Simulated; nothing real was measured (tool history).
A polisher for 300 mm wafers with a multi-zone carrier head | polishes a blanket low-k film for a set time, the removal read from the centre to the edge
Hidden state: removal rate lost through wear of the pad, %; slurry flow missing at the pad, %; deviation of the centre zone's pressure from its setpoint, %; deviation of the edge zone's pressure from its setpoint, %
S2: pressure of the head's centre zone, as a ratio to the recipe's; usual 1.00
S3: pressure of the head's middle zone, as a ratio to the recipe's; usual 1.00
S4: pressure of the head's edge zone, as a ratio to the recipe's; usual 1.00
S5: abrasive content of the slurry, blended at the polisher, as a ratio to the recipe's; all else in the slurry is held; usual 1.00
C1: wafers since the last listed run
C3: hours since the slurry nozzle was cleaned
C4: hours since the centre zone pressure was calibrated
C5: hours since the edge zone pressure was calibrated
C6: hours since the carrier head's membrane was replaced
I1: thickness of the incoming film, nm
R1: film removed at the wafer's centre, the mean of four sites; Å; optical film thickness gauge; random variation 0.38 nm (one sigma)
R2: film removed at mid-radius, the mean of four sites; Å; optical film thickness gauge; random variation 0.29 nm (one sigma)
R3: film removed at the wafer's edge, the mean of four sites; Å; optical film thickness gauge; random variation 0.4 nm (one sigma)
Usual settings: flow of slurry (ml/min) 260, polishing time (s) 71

run 1 day=0.000 | flow_of_slurry_(ml/min)=230 S2=1.00 S3=1.00 S4=0.92 S5=1.00 polishing_time_(s)=71 | C1=0 wafers_polished_on_this_pad=2998 C3=455.2 C4=596.0 C5=335.1 C6=642.3 | I1=784.1 | R1=365 R2=422 R3=401
run 2 day=2.338 | flow_of_slurry_(ml/min)=260 S2=1.00 S3=1.04 S4=1.00 S5=0.85 polishing_time_(s)=71 | C1=476 wafers_polished_on_this_pad=3474 C3=511.3 C4=652.1 C5=391.2 C6=698.4 | I1=790.4 | R1=331 R2=389 R3=373
-- day=3.183 centre zone pressure recalibrated
run 3 day=5.275 | flow_of_slurry_(ml/min)=175 S2=1.00 S3=1.00 S4=1.00 S5=1.00 polishing_time_(s)=71 | C1=582 wafers_polished_on_this_pad=4057 C3=581.8 C4=50.2 C5=461.7 C6=768.9 | I1=802.4 | R1=378 R2=395 R3=396
run 4 day=8.642 | flow_of_slurry_(ml/min)=325 S2=1.11 S3=1.10 S4=1.00 S5=1.15 polishing_time_(s)=71 | C1=686 wafers_polished_on_this_pad=4744 C3=662.6 C4=131.0 C5=542.5 C6=849.7 | I1=800.5 | R1=481 R2=499 R3=451
run 5 day=10.512 | flow_of_slurry_(ml/min)=190 S2=1.00 S3=0.90 S4=0.95 S5=1.00 polishing_time_(s)=71 | C1=381 wafers_polished_on_this_pad=5125 C3=707.5 C4=175.9 C5=587.4 C6=894.6 | I1=778.1 | R1=360 R2=363 R3=382
-- day=11.271 carrier head's membrane replaced by a new one
run 6 day=12.688 | flow_of_slurry_(ml/min)=210 S2=1.00 S3=0.97 S4=1.00 S5=1.00 polishing_time_(s)=71 | C1=401 wafers_polished_on_this_pad=5526 C3=759.7 C4=228.1 C5=639.6 C6=34.0 | I1=785.1 | R1=364 R2=387 R3=393
-- day=14.200 edge zone pressure recalibrated
-- day=14.596 slurry nozzle cleaned
run 7 day=15.838 | flow_of_slurry_(ml/min)=260 S2=1.00 S3=1.00 S4=1.03 S5=1.00 polishing_time_(s)=71 | C1=617 wafers_polished_on_this_pad=6144 C3=29.8 C4=303.7 C5=39.3 C6=109.6 | I1=792.8 | R1=360 R2=403 R3=409
-- day=16.688 worn pad replaced by a new one
run 8 day=18.379 | flow_of_slurry_(ml/min)=260 S2=1.05 S3=1.00 S4=1.00 S5=1.00 polishing_time_(s)=71 | C1=484 wafers_polished_on_this_pad=344 C3=90.8 C4=364.7 C5=100.3 C6=170.6 | I1=785.7 | R1=408 R2=431 R3=428
run 9 day=20.804 | flow_of_slurry_(ml/min)=200 S2=1.00 S3=0.94 S4=1.00 S5=1.30 polishing_time_(s)=71 | C1=494 wafers_polished_on_this_pad=839 C3=149.0 C4=422.9 C5=158.5 C6=228.8 | I1=802.1 | R1=424 R2=452 R3=478
run 10 day=22.342 | flow_of_slurry_(ml/min)=190 S2=1.00 S3=1.08 S4=1.00 S5=1.00 polishing_time_(s)=71 | C1=313 wafers_polished_on_this_pad=1153 C3=185.9 C4=459.8 C5=195.4 C6=265.7 | I1=791.9 | R1=366 R2=438 R3=403
run 11 day=24.129 | flow_of_slurry_(ml/min)=260 S2=1.00 S3=1.09 S4=1.00 S5=1.00 polishing_time_(s)=71 | C1=364 wafers_polished_on_this_pad=1517 C3=228.8 C4=502.7 C5=238.3 C6=308.6 | I1=796.7 | R1=379 R2=463 R3=423
run 12 day=25.925 | flow_of_slurry_(ml/min)=260 S2=1.00 S3=1.09 S4=1.00 S5=1.00 polishing_time_(s)=71 | C1=366 wafers_polished_on_this_pad=1884 C3=271.9 C4=545.8 C5=281.4 C6=351.7 | I1=795.3 | R1=387 R2=459 R3=422
run 13 day=35.996 | flow_of_slurry_(ml/min)=260 S2=0.88 S3=1.00 S4=1.00 S5=0.70 polishing_time_(s)=71 | C1=2054 wafers_polished_on_this_pad=3938 C3=513.6 C4=787.5 C5=523.1 C6=593.4 | I1=775.5 | R1=241 R2=315 R3=312
-- day=37.933 centre zone pressure recalibrated
-- day=41.571 slurry nozzle cleaned
-- day=42.042 worn pad replaced by a new one
-- day=43.162 edge zone pressure recalibrated
run 14 day=48.917 | flow_of_slurry_(ml/min)=260 S2=1.00 S3=1.07 S4=0.91 S5=1.00 polishing_time_(s)=71 | C1=2559 wafers_polished_on_this_pad=1385 C3=176.3 C4=263.6 C5=138.1 C6=903.5 | I1=779.6 | R1=394 R2=452 R3=409
run 15 day=50.454 | flow_of_slurry_(ml/min)=260 S2=1.00 S3=1.04 S4=0.94 S5=1.00 polishing_time_(s)=71 | C1=313 wafers_polished_on_this_pad=1699 C3=213.2 C4=300.5 C5=175.0 C6=940.4 | I1=793.1 | R1=396 R2=443 R3=405
-- day=51.254 carrier head's membrane replaced by a new one
run 16 day=53.738 | flow_of_slurry_(ml/min)=260 S2=1.00 S3=1.00 S4=1.00 S5=1.00 polishing_time_(s)=71 | C1=627 wafers_polished_on_this_pad=2326 C3=292.0 C4=379.3 C5=253.8 C6=59.6 | I1=786.0 | R1=391 R2=424 R3=429
run 17 day=57.650 | flow_of_slurry_(ml/min)=260 S2=1.00 S3=1.00 S4=0.93 S5=1.00 polishing_time_(s)=71 | C1=798 wafers_polished_on_this_pad=3124 C3=385.9 C4=473.2 C5=347.7 C6=153.5 | I1=774.2 | R1=387 R2=421 R3=401
run 18 day=60.433 | flow_of_slurry_(ml/min)=260 S2=1.00 S3=1.00 S4=1.00 S5=1.00 polishing_time_(s)=71 | C1=567 wafers_polished_on_this_pad=3692 C3=452.7 C4=540.0 C5=414.5 C6=220.3 | I1=802.3 | R1=379 R2=423 R3=419
run 19 day=62.696 | flow_of_slurry_(ml/min)=260 S2=1.00 S3=1.00 S4=1.00 S5=0.80 polishing_time_(s)=71 | C1=461 wafers_polished_on_this_pad=4154 C3=507.0 C4=594.3 C5=468.8 C6=274.6 | I1=802.5 | R1=316 R2=358 R3=346
run 20 day=64.596 | flow_of_slurry_(ml/min)=260 S2=1.00 S3=1.00 S4=1.00 S5=0.70 polishing_time_(s)=86 | C1=387 wafers_polished_on_this_pad=4541 C3=552.6 C4=639.9 C5=514.4 C6=320.2 | I1=786.0 | R1=344 R2=378 R3=373
run 21 day=66.888 | flow_of_slurry_(ml/min)=260 S2=1.00 S3=1.00 S4=1.00 S5=1.00 polishing_time_(s)=71 | C1=467 wafers_polished_on_this_pad=5009 C3=607.6 C4=694.9 C5=569.4 C6=375.2 | I1=791.2 | R1=364 R2=414 R3=405

How the hidden state differs across the entries between the runs, from the last listed run before each to the first after it:
Between runs 2 and 3: centre zone pressure recalibrated (day 3.183)
  removal rate lost through wear of the pad, %: 2.77 -> 3.6; deviation of the centre zone's pressure from its setpoint, %: -10.7 -> -2.93
  measured less the result without the state, R1: -50 -> -26 Å; R2: -11 -> -14 Å; R3: -11 -> -15 Å
Between runs 5 and 6: carrier head's membrane replaced by a new one (day 11.271)
  removal rate lost through wear of the pad, %: 5.42 -> 6.29; deviation of the centre zone's pressure from its setpoint, %: -6.09 -> -7.01
  measured less the result without the state, R1: -45 -> -54 Å; R2: -20 -> -26 Å; R3: -22 -> -26 Å
Between runs 6 and 7: edge zone pressure recalibrated (day 14.200); slurry nozzle cleaned (day 14.596)
  removal rate lost through wear of the pad, %: 6.29 -> 7.69; deviation of the centre zone's pressure from its setpoint, %: -7.01 -> -8.06
  measured less the result without the state, R1: -54 -> -65 Å; R2: -26 -> -34 Å; R3: -26 -> -34 Å
Between runs 7 and 8: worn pad replaced by a new one (day 16.688)
  removal rate lost through wear of the pad, %: 7.69 -> 0.91; deviation of the centre zone's pressure from its setpoint, %: -8.06 -> -8.7
  measured less the result without the state, R1: -65 -> -43 Å; R2: -34 -> -4 Å; R3: -34 -> -4 Å
Between runs 13 and 14: centre zone pressure recalibrated (day 37.933); slurry nozzle cleaned (day 41.571); worn pad replaced by a new one (day 42.042); edge zone pressure recalibrated (day 43.162)
  removal rate lost through wear of the pad, %: 3.73 -> 1.31; deviation of the centre zone's pressure from its setpoint, %: -10.7 -> -5.08
  measured less the result without the state, R1: -40 -> -27 Å; R2: -12 -> -6 Å; R3: -12 -> -5 Å
Between runs 15 and 16: carrier head's membrane replaced by a new one (day 51.254)
  removal rate lost through wear of the pad, %: 1.49 -> 1.99; deviation of the centre zone's pressure from its setpoint, %: -5.56 -> -6.38
  measured less the result without the state, R1: -29 -> -35 Å; R2: -7 -> -9 Å; R3: -6 -> -8 Å
